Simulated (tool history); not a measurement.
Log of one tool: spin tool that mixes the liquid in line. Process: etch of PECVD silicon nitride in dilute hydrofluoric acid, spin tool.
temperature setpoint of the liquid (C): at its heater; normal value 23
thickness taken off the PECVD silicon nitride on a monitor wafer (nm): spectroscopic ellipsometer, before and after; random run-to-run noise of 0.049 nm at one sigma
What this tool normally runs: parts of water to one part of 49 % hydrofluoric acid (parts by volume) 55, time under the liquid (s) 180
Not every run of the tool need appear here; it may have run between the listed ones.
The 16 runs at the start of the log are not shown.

run,hour,temperature setpoint of the liquid (C),parts of water to one part of 49 % hydrofluoric acid (parts by volume),time under the liquid (s),"read-back film thickness of the PECVD silicon nitride reference wafer, read on the same gauge (nm)",thickness taken off the PECVD silicon nitride on a monitor wafer (nm)
17,365.6,23,55,180,69.98,6.59
18,379.3,21,55,150,69.99,4.81
19,397.9,23,55,140,70.01,5.09
20,414.9,23,55,180,70.02,6.55
21,441.4,23,55,180,70,6.61
22,536,23,65,270,69.98,8.31
23,565.4,23,75,290,69.99,7.86
24,588.6,18.5,30,180,70,8.64
25,617.4,28,75,145,69.99,5.39
26,642.1,23,55,110,70.01,4.03
27,663.5,26,70,225,69.99,7.83
28,680.1,23,80,180,69.99,4.51
29,695.6,23,55,180,70.02,6.51

For run 30, what comes out?
30,715.9,25,55,180,?,?

{"run 30": {"read-back film thickness of the PECVD silicon nitride reference wafer, read on the same gauge (nm)": 69.99, "thickness taken off the PECVD silicon nitride on a monitor wafer (nm)": 7.43}}
Minus the tool's unlogged condition, the same run would have read thickness taken off the PECVD silicon nitride on a monitor wafer (nm) 7.86.
